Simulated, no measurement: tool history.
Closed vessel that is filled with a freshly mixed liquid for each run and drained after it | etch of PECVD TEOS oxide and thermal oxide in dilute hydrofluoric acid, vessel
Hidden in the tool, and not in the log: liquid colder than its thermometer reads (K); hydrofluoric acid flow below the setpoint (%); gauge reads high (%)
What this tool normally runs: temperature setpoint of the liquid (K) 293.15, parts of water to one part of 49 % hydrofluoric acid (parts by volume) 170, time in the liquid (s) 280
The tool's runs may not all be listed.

| run | hour | temperature setpoint of the liquid (K) | parts of water to one part of 49 % hydrofluoric acid (parts by volume) | time in the liquid (s) | wafers since the last listed run | hours since the thermometer was replaced | hours since the hydrofluoric acid flow meter was replaced | hours since the gauge calibration | read-back film thickness of the PECVD TEOS oxide reference wafer, read on the same gauge (nm) | read-back film thickness of the thermal oxide reference wafer, read on the same gauge (nm) | thickness taken off the PECVD TEOS oxide on a monitor wafer (Å) | thickness taken off the thermal oxide on a monitor wafer (Å) |
|---|---|---|---|---|---|---|---|---|---|---|---|---|
| 1 | 0.0 | 293.15 | 170 | 280 | 0 | 746.8 | 264.4 | 956.0 | 119.96 | 139.98 | 129.2 | 52.3 |
| 2 | 14.1 | 293.15 | 170 | 280 | 1430 | 760.9 | 278.5 | 970.1 | 120.00 | 140.03 | 129.3 | 52.3 |
| 3 | 49.1 | 293.15 | 170 | 280 | 3549 | 795.9 | 313.5 | 1005.1 | 120.01 | 140.01 | 127.9 | 52.1 |
|  | 67.6 | gauge calibrated |
| 4 | 74.8 | 297.65 | 130 | 405 | 2606 | 821.6 | 339.2 | 7.2 | 120.03 | 140.03 | 303.5 | 122.1 |
| 5 | 99.4 | 293.15 | 170 | 280 | 2495 | 846.2 | 363.8 | 31.8 | 120.02 | 140.02 | 129.3 | 51.9 |
| 6 | 118.3 | 293.15 | 170 | 280 | 1916 | 865.1 | 382.7 | 50.7 | 119.99 | 140.01 | 127.3 | 51.6 |
| 7 | 141.4 | 293.15 | 95 | 345 | 2342 | 888.2 | 405.8 | 73.8 | 120.00 | 139.97 | 307.7 | 123.9 |
| 8 | 157.4 | 291.15 | 170 | 365 | 1622 | 904.2 | 421.8 | 89.8 | 120.00 | 139.95 | 152.1 | 61.6 |
| 9 | 174.6 | 294.65 | 170 | 225 | 1744 | 921.4 | 439.0 | 107.0 | 119.98 | 140.03 | 109.7 | 43.6 |
| 10 | 232.7 | 290.15 | 220 | 420 | 5892 | 979.5 | 497.1 | 165.1 | 119.98 | 140.00 | 125.0 | 50.5 |
| 11 | 276.2 | 294.65 | 245 | 405 | 4411 | 1023.0 | 540.6 | 208.6 | 119.99 | 139.98 | 122.8 | 49.9 |
| 12 | 301.4 | 297.15 | 135 | 325 | 2555 | 1048.2 | 565.8 | 233.8 | 120.01 | 139.99 | 224.4 | 89.5 |
| 13 | 330.9 | 290.65 | 190 | 155 | 2991 | 1077.7 | 595.3 | 263.3 | 119.98 | 139.99 | 55.7 | 22.2 |
| 14 | 346.5 | 294.65 | 120 | 435 | 1582 | 1093.3 | 610.9 | 278.9 | 120.04 | 139.99 | 309.2 | 124.5 |
| 15 | 374.1 | 297.15 | 195 | 235 | 2799 | 1120.9 | 638.5 | 306.5 | 120.00 | 139.97 | 103.6 | 41.5 |
| 16 | 407.3 | 293.15 | 170 | 280 | 3367 | 1154.1 | 671.7 | 339.7 | 120.03 | 140.00 | 126.0 | 50.1 |
|  | 425.0 | thermometer replaced |
| 17 | 432.0 | 293.15 | 125 | 280 | 2403 | 7.0 | 696.4 | 364.4 | 120.00 | 139.98 | 179.4 | 71.6 |
|  | 461.4 | hydrofluoric acid flow meter replaced |
| 18 | 528.6 | 290.65 | 140 | 160 | 9696 | 103.6 | 67.2 | 461.0 | 119.97 | 140.00 | 85.9 | 34.7 |
| 19 | 556.5 | 293.15 | 170 | 280 | 2829 | 131.5 | 95.1 | 488.9 | 120.01 | 139.99 | 131.1 | 52.8 |
| 20 | 582.1 | 291.65 | 170 | 410 | 2596 | 157.1 | 120.7 | 514.5 | 119.99 | 139.98 | 178.6 | 72.9 |
| 21 | 614.6 | 297.65 | 115 | 280 | 3296 | 189.6 | 153.2 | 547.0 | 120.00 | 140.00 | 247.4 | 99.3 |
| 22 | 649.8 | 290.15 | 230 | 355 | 3570 | 224.8 | 188.4 | 582.2 | 119.99 | 140.01 | 102.1 | 41.5 |
| 23 | 722.8 | 290.15 | 170 | 210 | 7403 | 297.8 | 261.4 | 655.2 | 120.03 | 139.99 | 86.5 | 34.7 |
| 24 | 753.5 | 293.15 | 245 | 325 | 3113 | 328.5 | 292.1 | 685.9 | 119.97 | 139.99 | 95.7 | 39.0 |
| 25 | 769.2 | 293.15 | 150 | 280 | 1592 | 344.2 | 307.8 | 701.6 | 120.03 | 139.99 | 148.4 | 60.4 |

Predict each of these 5 candidate next runs independently; none follows another, all start after run 25:
| A | 769.9 | 297.15 | 170 | 280 | 70 | 344.9 | 308.5 | 702.3 | ? | ? | ? | ? |
| B | 769.9 | 291.65 | 120 | 225 | 70 | 344.9 | 308.5 | 702.3 | ? | ? | ? | ? |
| C | 769.9 | 297.65 | 170 | 280 | 70 | 344.9 | 308.5 | 702.3 | ? | ? | ? | ? |
| D | 769.9 | 293.15 | 170 | 330 | 70 | 344.9 | 308.5 | 702.3 | ? | ? | ? | ? |
| E | 769.9 | 298.15 | 245 | 395 | 70 | 344.9 | 308.5 | 702.3 | ? | ? | ? | ? |

| run | read-back film thickness of the PECVD TEOS oxide reference wafer, read on the same gauge (nm) | read-back film thickness of the thermal oxide reference wafer, read on the same gauge (nm) | thickness taken off the PECVD TEOS oxide on a monitor wafer (Å) | thickness taken off the thermal oxide on a monitor wafer (Å) |
|---|---|---|---|---|
| A | 120.00 | 139.96 | 150.1 | 60.3 |
| B | 120.00 | 139.96 | 145.6 | 58.4 |
| C | 120.00 | 139.96 | 153.0 | 61.4 |
| D | 120.00 | 139.96 | 151.8 | 60.9 |
| E | 120.00 | 139.96 | 140.3 | 56.3 |
Stripped of hidden state, with their random variation kept, the same runs would have yielded:
| run | thickness taken off the PECVD TEOS oxide on a monitor wafer (Å) | thickness taken off the thermal oxide on a monitor wafer (Å) |
|---|---|---|
| A | 156.5 | 62.8 |
| B | 151.4 | 60.8 |
| C | 159.5 | 64.0 |
| D | 158.1 | 63.5 |
| E | 146.6 | 58.8 |
